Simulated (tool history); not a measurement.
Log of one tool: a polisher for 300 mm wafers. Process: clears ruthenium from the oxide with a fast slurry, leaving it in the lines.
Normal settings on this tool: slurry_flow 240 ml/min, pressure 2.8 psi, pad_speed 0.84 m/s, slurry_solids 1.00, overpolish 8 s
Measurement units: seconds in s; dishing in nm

| run | hour | slurry_flow | pressure | pad_speed | slurry_solids | overpolish | incoming thickness of the incoming film, nm | seconds | dishing |
|---|---|---|---|---|---|---|---|---|---|
| 1 | 0.0 | 240 | 2.8 | 0.84 | 1.00 | 8 | 148.8 | 48.2 | 17.2 |
|  | 40.1 | head pressure recalibrated |
| 2 | 91.8 | 240 | 2.8 | 0.84 | 1.00 | 8 | 148.9 | 48.1 | 16.9 |
| 3 | 155.9 | 240 | 2.8 | 0.84 | 1.00 | 8 | 149.8 | 49.6 | 17.4 |
|  | 197.3 | slurry blender recalibrated |
| 4 | 210.6 | 240 | 2.8 | 0.84 | 1.00 | 8 | 148.1 | 48.0 | 17.5 |
| 5 | 254.2 | 240 | 2.8 | 0.84 | 1.00 | 8 | 150.0 | 49.4 | 17.4 |
| 6 | 308.4 | 240 | 2.8 | 0.76 | 1.25 | 8 | 150.2 | 46.7 | 17.4 |
| 7 | 379.9 | 300 | 2.8 | 0.84 | 1.00 | 10 | 148.6 | 47.2 | 20.7 |
|  | 417.0 | worn pad replaced by a new one |
| 8 | 484.4 | 300 | 2.8 | 0.84 | 1.00 | 10 | 150.1 | 49.2 | 20.2 |
| 9 | 528.0 | 240 | 2.2 | 0.84 | 1.00 | 8 | 148.3 | 57.9 | 15.1 |
|  | 533.4 | slurry nozzle cleaned, repeated, since the last time left the tool worse |
| 10 | 613.1 | 240 | 2.8 | 0.84 | 1.00 | 8 | 152.6 | 46.8 | 18.1 |
| 11 | 699.2 | 240 | 2.8 | 0.84 | 1.00 | 8 | 152.5 | 46.7 | 17.9 |
|  | 732.6 | slurry blender recalibrated |
| 12 | 791.0 | 240 | 3.7 | 0.66 | 0.70 | 11 | 150.9 | 73.4 | 16.5 |
| 13 | 870.0 | 240 | 2.8 | 0.94 | 1.00 | 8 | 150.6 | 41.0 | 19.0 |
| 14 | 932.4 | 240 | 2.8 | 0.84 | 1.00 | 8 | 150.9 | 45.9 | 17.4 |
|  | 937.4 | worn pad replaced by a new one |
| 15 | 969.4 | 300 | 2.8 | 0.84 | 1.00 | 10 | 148.9 | 45.4 | 21.6 |
|  | 981.0 | head pressure recalibrated |
| 16 | 1015.8 | 240 | 2.8 | 1.08 | 1.00 | 12 | 150.9 | 36.0 | 27.4 |
|  | 1108.4 | slurry nozzle cleaned |
| 17 | 1109.0 | 160 | 3.7 | 0.84 | 1.00 | 8 | 148.9 | 40.4 | 19.9 |
|  | 1140.2 | slurry blender recalibrated |
| 18 | 1201.2 | 185 | 2.8 | 0.72 | 1.00 | 8 | 148.6 | 54.9 | 15.6 |
| 19 | 1305.9 | 240 | 2.8 | 0.84 | 1.00 | 8 | 149.6 | 46.2 | 18.1 |
| 20 | 1344.3 | 200 | 2.8 | 1.00 | 1.00 | 8 | 150.5 | 39.8 | 20.3 |
|  | 1357.0 | worn pad replaced by a new one |
| 21 | 1412.9 | 240 | 2.8 | 1.08 | 0.80 | 8 | 147.9 | 43.8 | 18.9 |
| 22 | 1472.3 | 240 | 2.8 | 0.84 | 1.00 | 8 | 148.3 | 45.4 | 18.2 |
| 23 | 1548.9 | 215 | 2.8 | 0.84 | 1.00 | 3 | 150.3 | 46.7 | 7.8 |
|  | 1587.9 | slurry blender recalibrated |
| 24 | 1631.3 | 315 | 2.3 | 0.84 | 0.75 | 11 | 150.3 | 68.0 | 17.2 |
| 25 | 1712.0 | 320 | 3.4 | 0.84 | 1.00 | 8 | 149.9 | 39.9 | 19.4 |

What will run 26 give?
|  | 1730.1 | slurry nozzle cleaned |
| 26 | 1760.3 | 240 | 2.8 | 0.84 | 1.00 | 8 | 147.6 | ? | ? |

Run 26 produced seconds 44.8 s, dishing 17.8 nm.
Were there no unlogged condition in the tool, this run, its random variation unchanged, would have produced seconds 44.7 s, dishing 17.9 nm.
